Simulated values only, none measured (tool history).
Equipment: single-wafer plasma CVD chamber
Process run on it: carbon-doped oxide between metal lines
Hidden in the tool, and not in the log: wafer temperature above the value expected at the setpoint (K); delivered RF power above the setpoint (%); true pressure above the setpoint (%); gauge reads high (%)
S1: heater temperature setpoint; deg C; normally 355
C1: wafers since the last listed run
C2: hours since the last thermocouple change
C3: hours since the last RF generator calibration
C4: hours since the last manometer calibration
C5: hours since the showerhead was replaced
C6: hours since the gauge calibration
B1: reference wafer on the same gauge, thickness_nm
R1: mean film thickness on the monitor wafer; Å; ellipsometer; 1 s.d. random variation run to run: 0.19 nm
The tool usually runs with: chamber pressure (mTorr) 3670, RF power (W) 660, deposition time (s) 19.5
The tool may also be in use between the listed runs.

run 1 hour=0 | S1=355 chamber_pressure_(mTorr)=3670 RF_power_(W)=660 deposition_time_(s)=19.5 | C1=0 C2=2500.6 C3=2655 C4=1197.7 C5=2894.5 C6=103.9 | B1=106.044 | R1=1158.06
run 2 hour=12.1 | S1=355 chamber_pressure_(mTorr)=3670 RF_power_(W)=660 deposition_time_(s)=19.5 | C1=152 C2=2512.7 C3=2667.1 C4=1209.8 C5=2906.6 C6=116 | B1=105.98 | R1=1156.31
run 3 hour=21.7 | S1=355 chamber_pressure_(mTorr)=3670 RF_power_(W)=660 deposition_time_(s)=19.5 | C1=120 C2=2522.3 C3=2676.7 C4=1219.4 C5=2916.2 C6=125.6 | B1=105.97 | R1=1155.98
run 4 hour=33.8 | S1=355 chamber_pressure_(mTorr)=3670 RF_power_(W)=660 deposition_time_(s)=19.5 | C1=152 C2=2534.4 C3=2688.8 C4=1231.5 C5=2928.3 C6=137.7 | B1=105.971 | R1=1156.94
run 5 hour=42.8 | S1=355 chamber_pressure_(mTorr)=3670 RF_power_(W)=660 deposition_time_(s)=19.5 | C1=113 C2=2543.4 C3=2697.8 C4=1240.5 C5=2937.3 C6=146.7 | B1=106.011 | R1=1155.21
run 6 hour=60.7 | S1=355 chamber_pressure_(mTorr)=3670 RF_power_(W)=660 deposition_time_(s)=19.5 | C1=224 C2=2561.3 C3=2715.7 C4=1258.4 C5=2955.2 C6=164.6 | B1=106.045 | R1=1155
run 7 hour=89.7 | S1=355 chamber_pressure_(mTorr)=3670 RF_power_(W)=660 deposition_time_(s)=19.5 | C1=364 C2=2590.3 C3=2744.7 C4=1287.4 C5=2984.2 C6=193.6 | B1=105.966 | R1=1156.74
run 8 hour=102.8 | S1=355 chamber_pressure_(mTorr)=3670 RF_power_(W)=660 deposition_time_(s)=19.5 | C1=164 C2=2603.4 C3=2757.8 C4=1300.5 C5=2997.3 C6=206.7 | B1=105.975 | R1=1155.04
-- hour=115 capacitance manometer re-zeroed and calibrated
run 9 hour=115.8 | S1=355 chamber_pressure_(mTorr)=3670 RF_power_(W)=660 deposition_time_(s)=19.5 | C1=62 C2=2616.4 C3=2770.8 C4=0.8 C5=3010.3 C6=219.7 | B1=105.984 | R1=1156.16
run 10 hour=130 | S1=355 chamber_pressure_(mTorr)=3670 RF_power_(W)=660 deposition_time_(s)=19.5 | C1=178 C2=2630.6 C3=2785 C4=15 C5=3024.5 C6=233.9 | B1=106.027 | R1=1155.07
-- hour=147.5 thermocouple changed; heater temperature recalibrated
-- hour=182.4 RF generator calibrated
-- hour=188.5 gauge calibrated
-- hour=189.2 showerhead replaced
run 11 hour=189.7 | S1=355 chamber_pressure_(mTorr)=4240 RF_power_(W)=790 deposition_time_(s)=19.5 | C1=463 C2=42.2 C3=7.3 C4=74.7 C5=0.5 C6=1.2 | B1=106.031 | R1=1459.98
run 12 hour=190.7 | S1=344 chamber_pressure_(mTorr)=2830 RF_power_(W)=560 deposition_time_(s)=15.8 | C1=12 C2=43.2 C3=8.3 C4=75.7 C5=1.5 C6=2.2 | B1=105.993 | R1=888.77
run 13 hour=204.9 | S1=366 chamber_pressure_(mTorr)=4140 RF_power_(W)=550 deposition_time_(s)=19.5 | C1=178 C2=57.4 C3=22.5 C4=89.9 C5=15.7 C6=16.4 | B1=105.989 | R1=1059.99

What will run 14 give?
run 14 hour=214.5 | S1=355 chamber_pressure_(mTorr)=3670 RF_power_(W)=660 deposition_time_(s)=16.2 | C1=120 C2=67 C3=32.1 C4=99.5 C5=25.3 C6=26 | B1=? | R1=?

Logged for run 14: B1 106.005, R1 1038.63 Å.
Minus the tool's unlogged condition, the same run would have read R1 1041.41 Å.

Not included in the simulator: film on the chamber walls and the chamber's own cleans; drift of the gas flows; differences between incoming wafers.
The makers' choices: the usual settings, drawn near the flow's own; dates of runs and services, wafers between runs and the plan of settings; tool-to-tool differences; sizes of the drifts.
